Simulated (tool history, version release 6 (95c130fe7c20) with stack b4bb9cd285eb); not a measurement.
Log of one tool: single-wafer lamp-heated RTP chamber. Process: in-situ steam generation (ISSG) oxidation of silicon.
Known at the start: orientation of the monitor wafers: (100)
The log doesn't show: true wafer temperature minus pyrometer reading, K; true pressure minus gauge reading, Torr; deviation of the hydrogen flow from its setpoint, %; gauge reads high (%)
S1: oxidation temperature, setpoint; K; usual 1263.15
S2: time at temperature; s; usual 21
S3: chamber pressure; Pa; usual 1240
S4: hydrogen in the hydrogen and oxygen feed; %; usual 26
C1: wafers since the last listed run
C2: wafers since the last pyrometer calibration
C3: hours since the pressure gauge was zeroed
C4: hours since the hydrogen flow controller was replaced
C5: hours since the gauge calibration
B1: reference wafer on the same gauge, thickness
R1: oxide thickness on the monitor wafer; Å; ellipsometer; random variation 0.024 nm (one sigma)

Run 1, day 0.000: usual settings; C1 0; C2 1491; C3 2932.4; C4 3697.3; C5 486.5; B1 5.422. Result: R1 58.77 Å.
Run 2, day 0.717: usual settings; C1 280; C2 1772; C3 2949.6; C4 3714.5; C5 503.7; B1 5.440. Result: R1 58.53 Å.
Run 3, day 1.717: usual settings; C1 391; C2 2164; C3 2973.6; C4 3738.5; C5 527.7; B1 5.430. Result: R1 58.63 Å.
Run 4, day 2.671: usual settings; C1 373; C2 2537; C3 2996.5; C4 3761.4; C5 550.6; B1 5.429. Result: R1 58.27 Å.
At day 3.212: pyrometer window cleaned and pyrometer calibrated.
Run 5, day 3.233: usual settings; C1 89; C2 8; C3 3010.0; C4 3774.9; C5 564.1; B1 5.425. Result: R1 56.40 Å.
Run 6, day 6.692: usual settings; C1 1354; C2 1362; C3 3093.0; C4 3857.9; C5 647.1; B1 5.434. Result: R1 58.22 Å.
Run 7, day 7.658: usual settings; C1 378; C2 1741; C3 3116.2; C4 3881.1; C5 670.3; B1 5.432. Result: R1 57.84 Å.
Run 8, day 8.612: usual settings; C1 373; C2 2114; C3 3139.1; C4 3904.0; C5 693.2; B1 5.433. Result: R1 57.86 Å.
At day 10.033: pyrometer window cleaned and pyrometer calibrated.
Run 9, day 10.067: usual settings; C1 438; C2 12; C3 3174.0; C4 3938.9; C5 728.1; B1 5.432. Result: R1 56.07 Å.
At day 11.100: pressure gauge zeroed.
Run 10, day 11.121: usual settings; C1 282; C2 295; C3 0.5; C4 3964.2; C5 753.4; B1 5.425. Result: R1 57.00 Å.
At day 14.362: gauge calibrated.
Run 11, day 14.817: usual settings; C1 1447; C2 1742; C3 89.2; C4 4052.9; C5 10.9; B1 5.429. Result: R1 57.82 Å.
At day 16.358: pyrometer window cleaned and pyrometer calibrated.
Run 12, day 16.379: usual settings; C1 481; C2 8; C3 126.7; C4 4090.4; C5 48.4; B1 5.431. Result: R1 56.76 Å.
Run 13, day 16.921: usual settings; C1 212; C2 220; C3 139.7; C4 4103.4; C5 61.4; B1 5.423. Result: R1 56.56 Å.
Run 14, day 18.192: usual settings; C1 497; C2 718; C3 170.2; C4 4133.9; C5 91.9; B1 5.438. Result: R1 57.31 Å.
Run 15, day 19.192: usual settings; C1 391; C2 1110; C3 194.2; C4 4157.9; C5 115.9; B1 5.432. Result: R1 57.61 Å.
At day 19.758: hydrogen flow controller replaced.
Run 16, day 20.508: usual settings but S1 1282.15 K, S2 13 s, S4 18 %; C1 385; C2 1495; C3 225.8; C4 18.0; C5 147.5; B1 5.436. Result: R1 46.18 Å.
Run 17, day 21.617: usual settings but S1 1249.15 K, S2 18 s, S4 32 %; C1 434; C2 1929; C3 252.4; C4 44.6; C5 174.1; B1 5.427. Result: R1 54.42 Å.
Run 18, day 22.488: usual settings but S2 18 s, S3 1120 Pa, S4 32 %; C1 341; C2 2270; C3 273.3; C4 65.5; C5 195.0; B1 5.421. Result: R1 58.20 Å.
Run 19, day 23.129: usual settings but S1 1256.15 K; C1 251; C2 2521; C3 288.7; C4 80.9; C5 210.4; B1 5.428. Result: R1 56.78 Å.
Run 20, day 23.692: usual settings but S1 1281.15 K, S2 16 s; C1 220; C2 2741; C3 302.2; C4 94.4; C5 223.9; B1 5.427. Result: R1 55.21 Å.
At day 24.062: pyrometer window cleaned and pyrometer calibrated.
Run 21, day 24.446: usual settings but S1 1273.15 K, S2 27 s, S3 1107 Pa, S4 17 %; C1 164; C2 149; C3 320.3; C4 112.5; C5 242.0; B1 5.424. Result: R1 60.54 Å.
Run 22, day 25.696: usual settings; C1 489; C2 639; C3 350.3; C4 142.5; C5 272.0; B1 5.428. Result: R1 57.34 Å.
Run 23, day 26.275: usual settings; C1 226; C2 865; C3 364.2; C4 156.4; C5 285.9; B1 5.427. Result: R1 57.17 Å.
Run 24, day 27.050: usual settings; C1 303; C2 1169; C3 382.8; C4 175.0; C5 304.5; B1 5.423. Result: R1 57.45 Å.
Run 25, day 27.746: usual settings; C1 272; C2 1441; C3 399.5; C4 191.7; C5 321.2; B1 5.430. Result: R1 57.44 Å.
Run 26, day 28.292: usual settings but S1 1253.15 K; C1 213; C2 1655; C3 412.6; C4 204.8; C5 334.3; B1 5.429. Result: R1 55.51 Å.
Run 27, day 29.562: usual settings; C1 497; C2 2153; C3 443.1; C4 235.3; C5 364.8; B1 5.431. Result: R1 58.12 Å.
Run 28, day 30.358: usual settings but S1 1270.15 K, S3 1360 Pa, S4 32 %; C1 311; C2 2465; C3 462.2; C4 254.4; C5 383.9; B1 5.430. Result: R1 61.15 Å.
At day 31.133: pyrometer window cleaned and pyrometer calibrated.
Run 29, day 31.267: usual settings but S1 1273.15 K, S2 27 s, S3 1107 Pa, S4 17 %; C1 225; C2 51; C3 484.0; C4 276.2; C5 405.7; B1 5.432. Result: R1 60.79 Å.
Run 30, day 32.100: usual settings but S1 1247.15 K, S2 18 s, S3 1053 Pa, S4 16 %; C1 326; C2 377; C3 504.0; C4 296.2; C5 425.7; B1 5.425. Result: R1 45.17 Å.
Run 31, day 33.279: usual settings but S1 1252.15 K, S3 1120 Pa, S4 20 %; C1 461; C2 839; C3 532.3; C4 324.5; C5 454.0; B1 5.428. Result: R1 52.72 Å.

4 ways to go on from here, each from the tool as it stands after run 31. What would each give?
Run A, day 33.296: usual settings but S2 14 s; C1 6; C2 846; C3 532.7; C4 324.9; C5 454.4; B1 ?. Result: R1 ?.
Run B, day 33.296: usual settings but S1 1280.15 K, S3 1107 Pa, S4 32 %; C1 6; C2 846; C3 532.7; C4 324.9; C5 454.4; B1 ?. Result: R1 ?.
Run C, day 33.296: usual settings but S1 1250.15 K, S3 1160 Pa, S4 32 %; C1 6; C2 846; C3 532.7; C4 324.9; C5 454.4; B1 ?. Result: R1 ?.
Run D, day 33.296: usual settings but S2 27 s; C1 6; C2 846; C3 532.7; C4 324.9; C5 454.4; B1 ?. Result: R1 ?.

run     B1     R1
  A  5.429  48.35
  B  5.429  66.41
  C  5.429  58.38
  D  5.429  65.09
Without the tool's hidden state the same runs would have given:
run     R1
  A  47.26
  B  64.54
  C  57.00
  D  63.32
